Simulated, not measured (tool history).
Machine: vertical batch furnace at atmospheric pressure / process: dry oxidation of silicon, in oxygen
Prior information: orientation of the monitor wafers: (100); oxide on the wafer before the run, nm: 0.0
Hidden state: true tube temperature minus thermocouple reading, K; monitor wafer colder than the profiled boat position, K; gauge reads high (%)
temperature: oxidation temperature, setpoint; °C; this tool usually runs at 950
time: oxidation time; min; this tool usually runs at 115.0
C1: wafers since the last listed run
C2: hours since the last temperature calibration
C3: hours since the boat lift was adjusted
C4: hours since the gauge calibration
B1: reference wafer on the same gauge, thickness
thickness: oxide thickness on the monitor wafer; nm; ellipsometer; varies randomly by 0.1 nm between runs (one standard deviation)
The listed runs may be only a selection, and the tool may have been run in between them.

Run 1, hour 0.0: usual settings but temperature 934 °C; C1 0; C2 1615.0; C3 914.2; C4 231.2; B1 47.40. Result: thickness 39.09 nm.
Run 2, hour 56.8: usual settings but temperature 934 °C; C1 551; C2 1671.8; C3 971.0; C4 288.0; B1 47.39. Result: thickness 39.19 nm.
Run 3, hour 184.2: usual settings; C1 1237; C2 1799.2; C3 1098.4; C4 415.4; B1 47.40. Result: thickness 46.30 nm.
Run 4, hour 287.8: usual settings; C1 1006; C2 1902.8; C3 1202.0; C4 519.0; B1 47.38. Result: thickness 46.23 nm.
Run 5, hour 365.6: usual settings; C1 755; C2 1980.6; C3 1279.8; C4 596.8; B1 47.41. Result: thickness 46.42 nm.
Run 6, hour 453.4: usual settings; C1 852; C2 2068.4; C3 1367.6; C4 684.6; B1 47.41. Result: thickness 46.19 nm.
Run 7, hour 554.8: usual settings; C1 984; C2 2169.8; C3 1469.0; C4 786.0; B1 47.39. Result: thickness 46.44 nm.
Run 8, hour 640.2: usual settings; C1 829; C2 2255.2; C3 1554.4; C4 871.4; B1 47.40. Result: thickness 46.45 nm.
Run 9, hour 682.4: usual settings; C1 409; C2 2297.4; C3 1596.6; C4 913.6; B1 47.42. Result: thickness 46.48 nm.
Run 10, hour 765.1: usual settings; C1 803; C2 2380.1; C3 1679.3; C4 996.3; B1 47.40. Result: thickness 46.30 nm.
Run 11, hour 824.8: usual settings; C1 579; C2 2439.8; C3 1739.0; C4 1056.0; B1 47.40. Result: thickness 46.24 nm.
Run 12, hour 1057.1: usual settings but temperature 938 °C, time 89.5 min; C1 2255; C2 2672.1; C3 1971.3; C4 1288.3; B1 47.40. Result: thickness 34.08 nm.
Run 13, hour 1133.7: usual settings; C1 743; C2 2748.7; C3 2047.9; C4 1364.9; B1 47.38. Result: thickness 46.22 nm.
Run 14, hour 1195.2: usual settings; C1 597; C2 2810.2; C3 2109.4; C4 1426.4; B1 47.39. Result: thickness 46.31 nm.
Run 15, hour 1231.6: usual settings; C1 353; C2 2846.6; C3 2145.8; C4 1462.8; B1 47.43. Result: thickness 46.25 nm.
Run 16, hour 1292.1: usual settings but temperature 969 °C; C1 587; C2 2907.1; C3 2206.3; C4 1523.3; B1 47.42. Result: thickness 55.30 nm.
Run 17, hour 1344.3: usual settings but temperature 969 °C; C1 506; C2 2959.3; C3 2258.5; C4 1575.5; B1 47.40. Result: thickness 55.20 nm.
Run 18, hour 1407.5: usual settings but temperature 972 °C; C1 613; C2 3022.5; C3 2321.7; C4 1638.7; B1 47.41. Result: thickness 56.67 nm.
Run 19, hour 1482.5: usual settings but temperature 961 °C; C1 728; C2 3097.5; C3 2396.7; C4 1713.7; B1 47.39. Result: thickness 51.66 nm.

The next listed run, before its measurement:
Run 20, hour 1546.7: usual settings but temperature 961 °C, time 95.5 min; C1 623; C2 3161.7; C3 2460.9; C4 1777.9; B1 ?. Result: thickness ?.

Run 20 gave B1 47.38, thickness 45.24 nm.
On a tool with no hidden condition, and with the same random variation, this run would have come out at thickness 46.18 nm.

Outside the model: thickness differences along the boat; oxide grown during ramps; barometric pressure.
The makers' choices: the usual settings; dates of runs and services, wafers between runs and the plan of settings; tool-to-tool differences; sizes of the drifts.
